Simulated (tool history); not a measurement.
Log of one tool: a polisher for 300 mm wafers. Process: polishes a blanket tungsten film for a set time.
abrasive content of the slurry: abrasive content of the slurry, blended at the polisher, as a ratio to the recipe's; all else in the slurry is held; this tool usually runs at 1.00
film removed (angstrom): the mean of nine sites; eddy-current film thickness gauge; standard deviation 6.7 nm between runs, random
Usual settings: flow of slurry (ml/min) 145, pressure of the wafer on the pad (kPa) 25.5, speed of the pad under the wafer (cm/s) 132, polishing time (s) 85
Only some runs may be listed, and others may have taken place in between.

run   hour  flow of slurry (ml/min)  pressure of the wafer on the pad (kPa)  speed of the pad under the wafer (cm/s)  abrasive content of the slurry  polishing time (s)  incoming thickness of the incoming film, nm  film removed (angstrom)
  1    0.0                      145                                    25.5                                      132                            1.00                  85                                       1483.4                     5649
  2   11.8                      145                                    25.5                                      132                            1.00                  85                                       1466.2                     5465
  3   20.8                      145                                    25.5                                      132                            1.00                  85                                       1480.2                     5402
      23.3  -- slurry tank refilled with fresh slurry and peroxide
  4   34.9                      145                                    25.5                                      132                            1.00                  85                                       1465.5                     5277
  5   45.2                      145                                    25.5                                      132                            1.00                  85                                       1480.3                     5241
  6   63.1                      145                                    25.5                                      132                            1.00                  85                                       1508.8                     4928
      67.9  -- worn pad replaced by a new one
  7   80.7                      145                                    25.5                                      132                            1.00                  85                                       1506.8                     5681
  8   97.4                      145                                    32.4                                      132                            1.00                  85                                       1479.9                     6726
  9  105.5                      145                                    32.4                                      132                            1.00                  85                                       1480.7                     6578
 10  120.3                      145                                    32.4                                      132                            1.00                  85                                       1475.6                     6442
     124.8  -- slurry nozzle cleaned
     130.2  -- slurry tank refilled with fresh slurry and peroxide
 11  135.1                      145                                    25.5                                      132                            1.00                  85                                       1466.3                     5137
     143.3  -- slurry blender recalibrated
 12  146.7                      145                                    32.4                                      100                            1.20                  95                                       1487.8                     5546
     154.5  -- worn pad replaced by a new one
     157.3  -- head pressure recalibrated
 13  191.2                      145                                    29.6                                      176                            1.00                  85                                       1469.0                     7633
 14  205.6                      145                                    33.8                                      166                            0.85                  77                                       1480.6                     7156
 15  214.6                      145                                    33.8                                      166                            0.85                  77                                       1484.0                     7116
 16  221.4                      145                                    25.5                                       96                            1.00                  70                                       1482.7                     3280
 17  233.6                      145                                    25.5                                      178                            1.00                  85                                       1477.9                     6455
     237.8  -- worn pad replaced by a new one
 18  249.4                      145                                    25.5                                       90                            1.00                  85                                       1482.8                     4114
     258.7  -- slurry tank refilled with fresh slurry and peroxide
 19  259.2                      145                                    25.5                                      132                            0.90                  85                                       1461.9                     5295
 20  270.1                      145                                    25.5                                      132                            1.00                  85                                       1510.1                     5468
 21  280.3                      145                                    25.5                                      132                            1.00                  85                                       1471.2                     5372
 22  294.3                      145                                    25.5                                      132                            1.00                  85                                       1486.7                     5188
 23  301.1                      145                                    25.5                                      106                            1.00                 113                                       1464.6                     5653

Forecast each of these 4 alternatives for the next run:
  A  301.5                      145                                    30.3                                      132                            1.00                  85                                       1464.0                        ?
  B  301.5                      145                                    21.4                                      144                            1.00                  61                                       1464.0                        ?
  C  301.5                      165                                    25.5                                       88                            1.00                  85                                       1464.0                        ?
  D  301.5                      145                                    28.3                                      132                            1.00                  85                                       1464.0                        ?

run  film removed (angstrom)
  A                     5747
  B                     3391
  C                     3702
  D                     5436
With the hidden condition removed and each run's random variation left untouched, the same runs would have given:
run  film removed (angstrom)
  A                     6395
  B                     3773
  C                     4120
  D                     6048

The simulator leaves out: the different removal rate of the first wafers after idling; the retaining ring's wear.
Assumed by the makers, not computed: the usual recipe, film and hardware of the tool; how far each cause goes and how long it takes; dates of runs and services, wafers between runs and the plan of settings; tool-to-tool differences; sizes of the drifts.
